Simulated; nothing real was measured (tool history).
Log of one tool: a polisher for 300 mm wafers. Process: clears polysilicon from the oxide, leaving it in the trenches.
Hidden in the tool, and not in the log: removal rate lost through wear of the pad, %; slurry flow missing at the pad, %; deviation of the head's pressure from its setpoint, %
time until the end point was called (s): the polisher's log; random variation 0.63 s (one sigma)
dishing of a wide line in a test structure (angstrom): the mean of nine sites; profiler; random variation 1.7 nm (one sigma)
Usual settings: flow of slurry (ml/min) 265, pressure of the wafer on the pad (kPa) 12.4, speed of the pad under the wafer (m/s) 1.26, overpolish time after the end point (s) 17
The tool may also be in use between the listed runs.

| run | hour | flow of slurry (ml/min) | pressure of the wafer on the pad (kPa) | speed of the pad under the wafer (m/s) | overpolish time after the end point (s) | wafers since the last listed run | wafers polished on this pad | hours since the slurry nozzle was cleaned | hours since the head pressure was calibrated | incoming thickness of the incoming film, nm | time until the end point was called (s) | dishing of a wide line in a test structure (angstrom) |
|---|---|---|---|---|---|---|---|---|---|---|---|---|
| 1 | 0.0 | 265 | 11.0 | 1.26 | 22 | 0 | 522 | 794.3 | 1029.9 | 467.5 | 40.0 | 793 |
| 2 | 6.9 | 335 | 12.4 | 1.26 | 17 | 53 | 575 | 801.2 | 1036.8 | 474.5 | 35.5 | 780 |
| 3 | 13.2 | 265 | 12.4 | 1.26 | 17 | 48 | 624 | 807.5 | 1043.1 | 477.1 | 37.3 | 773 |
| 4 | 27.2 | 265 | 12.4 | 1.26 | 17 | 108 | 732 | 821.5 | 1057.1 | 477.4 | 37.0 | 766 |
| 5 | 43.5 | 265 | 12.4 | 1.26 | 17 | 125 | 857 | 837.8 | 1073.4 | 469.6 | 36.8 | 756 |
|  | 55.1 | worn pad replaced by a new one |
| 6 | 61.1 | 265 | 12.4 | 1.26 | 17 | 104 | 45 | 855.4 | 1091.0 | 472.0 | 36.0 | 759 |
| 7 | 70.9 | 265 | 12.4 | 1.26 | 17 | 75 | 121 | 865.2 | 1100.8 | 471.0 | 36.6 | 751 |
|  | 72.6 | slurry nozzle cleaned |
| 8 | 78.2 | 265 | 12.4 | 1.26 | 17 | 48 | 170 | 5.6 | 1108.1 | 469.4 | 37.2 | 771 |
| 9 | 92.3 | 265 | 12.4 | 1.26 | 17 | 108 | 279 | 19.7 | 1122.2 | 460.2 | 35.0 | 776 |
| 10 | 101.4 | 265 | 12.4 | 1.26 | 17 | 70 | 349 | 28.8 | 1131.3 | 470.8 | 36.7 | 762 |
| 11 | 114.9 | 295 | 11.0 | 1.26 | 11 | 104 | 453 | 42.3 | 1144.8 | 476.2 | 41.6 | 628 |
| 12 | 124.8 | 300 | 15.2 | 1.26 | 17 | 76 | 529 | 52.2 | 1154.7 | 468.1 | 30.6 | 813 |
| 13 | 134.7 | 330 | 10.3 | 1.26 | 12 | 76 | 606 | 62.1 | 1164.6 | 476.7 | 44.2 | 604 |
| 14 | 143.2 | 315 | 16.5 | 1.46 | 24 | 65 | 672 | 70.6 | 1173.1 | 472.3 | 23.6 | 858 |
|  | 194.7 | worn pad replaced by a new one |
| 15 | 197.0 | 300 | 10.3 | 1.08 | 9 | 384 | 17 | 124.4 | 1226.9 | 478.0 | 53.7 | 483 |
| 16 | 209.5 | 265 | 12.4 | 1.26 | 17 | 96 | 114 | 136.9 | 1239.4 | 471.9 | 38.2 | 774 |
| 17 | 226.8 | 355 | 15.9 | 1.58 | 21 | 133 | 247 | 154.2 | 1256.7 | 470.8 | 22.7 | 836 |
| 18 | 236.7 | 195 | 13.8 | 1.26 | 14 | 76 | 324 | 164.1 | 1266.6 | 469.5 | 35.5 | 728 |
|  | 245.9 | head pressure recalibrated |
| 19 | 254.2 | 300 | 15.9 | 1.44 | 17 | 119 | 443 | 181.6 | 8.3 | 471.6 | 22.6 | 842 |
| 20 | 271.9 | 305 | 14.5 | 1.26 | 17 | 136 | 580 | 199.3 | 26.0 | 465.1 | 27.6 | 829 |
| 21 | 287.5 | 265 | 12.4 | 1.26 | 17 | 120 | 700 | 214.9 | 41.6 | 463.9 | 32.0 | 782 |
| 22 | 301.0 | 265 | 12.4 | 1.26 | 25 | 104 | 805 | 228.4 | 55.1 | 473.5 | 33.5 | 815 |
|  | 305.1 | worn pad replaced by a new one |
| 23 | 308.1 | 265 | 12.4 | 1.26 | 17 | 23 | 23 | 235.5 | 62.2 | 470.0 | 31.6 | 748 |
| 24 | 316.4 | 300 | 15.9 | 1.44 | 17 | 64 | 87 | 243.8 | 70.5 | 470.5 | 22.6 | 831 |
| 25 | 327.3 | 190 | 9.0 | 1.40 | 11 | 84 | 171 | 254.7 | 81.4 | 473.3 | 43.6 | 610 |
| 26 | 340.9 | 215 | 16.5 | 1.66 | 26 | 104 | 276 | 268.3 | 95.0 | 469.7 | 19.9 | 836 |
| 27 | 351.1 | 265 | 9.7 | 1.54 | 7 | 78 | 355 | 278.5 | 105.2 | 475.3 | 35.6 | 545 |
| 28 | 358.1 | 265 | 12.4 | 1.26 | 17 | 54 | 409 | 285.5 | 112.2 | 478.3 | 34.0 | 750 |
| 29 | 366.2 | 340 | 12.4 | 0.96 | 9 | 62 | 471 | 293.6 | 120.3 | 470.7 | 43.0 | 527 |
| 30 | 380.9 | 265 | 12.4 | 1.26 | 17 | 113 | 585 | 308.3 | 135.0 | 471.4 | 33.0 | 773 |
| 31 | 394.4 | 265 | 12.4 | 1.26 | 17 | 104 | 689 | 321.8 | 148.5 | 471.4 | 33.0 | 772 |
| 32 | 401.8 | 265 | 13.8 | 1.68 | 17 | 57 | 746 | 329.2 | 155.9 | 461.3 | 22.2 | 835 |
| 33 | 419.3 | 265 | 14.5 | 0.86 | 13 | 135 | 881 | 346.7 | 173.4 | 466.8 | 41.5 | 669 |
|  | 425.2 | worn pad replaced by a new one |
| 34 | 433.8 | 265 | 12.4 | 1.12 | 13 | 81 | 66 | 361.2 | 187.9 | 475.9 | 38.9 | 684 |

What the log doesn't show, run by run:
removal rate lost through wear of the pad, %: 0 in every run
slurry flow missing at the pad, %: 0 in every run
H1: deviation of the head's pressure from its setpoint, %
| run | H1 |
|---|---|
| 1 | -9.2 |
| 2 | -9.33 |
| 3 | -9.46 |
| 4 | -9.75 |
| 5 | -10.1 |
| 6 | -10.5 |
| 7 | -10.7 |
| 8 | -10.8 |
| 9 | -11.1 |
| 10 | -11.3 |
| 11 | -11.6 |
| 12 | -11.8 |
| 13 | -12.1 |
| 14 | -12.3 |
| 15 | -13.5 |
| 16 | -13.8 |
| 17 | -14.2 |
| 18 | -14.5 |
| 19 | -0.688 |
| 20 | -0.694 |
| 21 | -0.704 |
| 22 | -0.717 |
| 23 | -0.725 |
| 24 | -0.735 |
| 25 | -0.751 |
| 26 | -0.775 |
| 27 | -0.795 |
| 28 | -0.809 |
| 29 | -0.828 |
| 30 | -0.864 |
| 31 | -0.901 |
| 32 | -0.923 |
| 33 | -0.979 |
| 34 | -1.03 |
